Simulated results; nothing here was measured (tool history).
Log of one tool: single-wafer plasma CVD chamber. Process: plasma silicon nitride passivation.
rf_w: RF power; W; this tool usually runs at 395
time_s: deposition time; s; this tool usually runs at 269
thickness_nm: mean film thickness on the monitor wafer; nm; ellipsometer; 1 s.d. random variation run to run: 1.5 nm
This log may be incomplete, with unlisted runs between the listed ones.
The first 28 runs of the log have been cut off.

| run | hour | rf_w | time_s | read-back reference wafer on the same gauge, thickness_nm | thickness_nm |
|---|---|---|---|---|---|
| 29 | 2679.6 | 420 | 240 | 422.174 | 337.231 |
|  | 2749.0 | RF generator calibrated |
|  | 2759.6 | showerhead replaced |
| 30 | 2772.8 | 345 | 227 | 422.635 | 294.910 |
| 31 | 2854.3 | 395 | 269 | 421.263 | 367.496 |
| 32 | 2939.0 | 395 | 219 | 420.851 | 297.367 |
| 33 | 3034.2 | 460 | 215 | 421.197 | 311.230 |
| 34 | 3077.3 | 355 | 289 | 420.262 | 378.685 |
| 35 | 3165.4 | 350 | 293 | 421.640 | 382.609 |
| 36 | 3237.8 | 465 | 315 | 420.116 | 457.129 |
| 37 | 3283.9 | 395 | 269 | 419.804 | 364.115 |
| 38 | 3330.2 | 395 | 269 | 420.303 | 365.052 |
| 39 | 3370.0 | 395 | 269 | 419.805 | 366.345 |
| 40 | 3456.6 | 395 | 285 | 418.768 | 385.962 |
| 41 | 3557.1 | 395 | 269 | 418.857 | 367.055 |
| 42 | 3658.0 | 395 | 269 | 418.432 | 364.708 |

Forecast each of these 5 alternatives for the next run:
| A | 3658.5 | 395 | 269 | ? | ? |
| B | 3658.5 | 395 | 248 | ? | ? |
| C | 3658.5 | 445 | 313 | ? | ? |
| D | 3658.5 | 460 | 287 | ? | ? |
| E | 3658.5 | 335 | 223 | ? | ? |

| run | read-back reference wafer on the same gauge, thickness_nm | thickness_nm |
|---|---|---|
| A | 419.301 | 362.891 |
| B | 419.301 | 334.561 |
| C | 419.301 | 441.729 |
| D | 419.301 | 410.052 |
| E | 419.301 | 281.915 |
What these runs would have given with no unlogged condition in the tool:
| run | thickness_nm |
|---|---|
| A | 368.988 |
| B | 340.182 |
| C | 449.151 |
| D | 416.941 |
| E | 286.652 |

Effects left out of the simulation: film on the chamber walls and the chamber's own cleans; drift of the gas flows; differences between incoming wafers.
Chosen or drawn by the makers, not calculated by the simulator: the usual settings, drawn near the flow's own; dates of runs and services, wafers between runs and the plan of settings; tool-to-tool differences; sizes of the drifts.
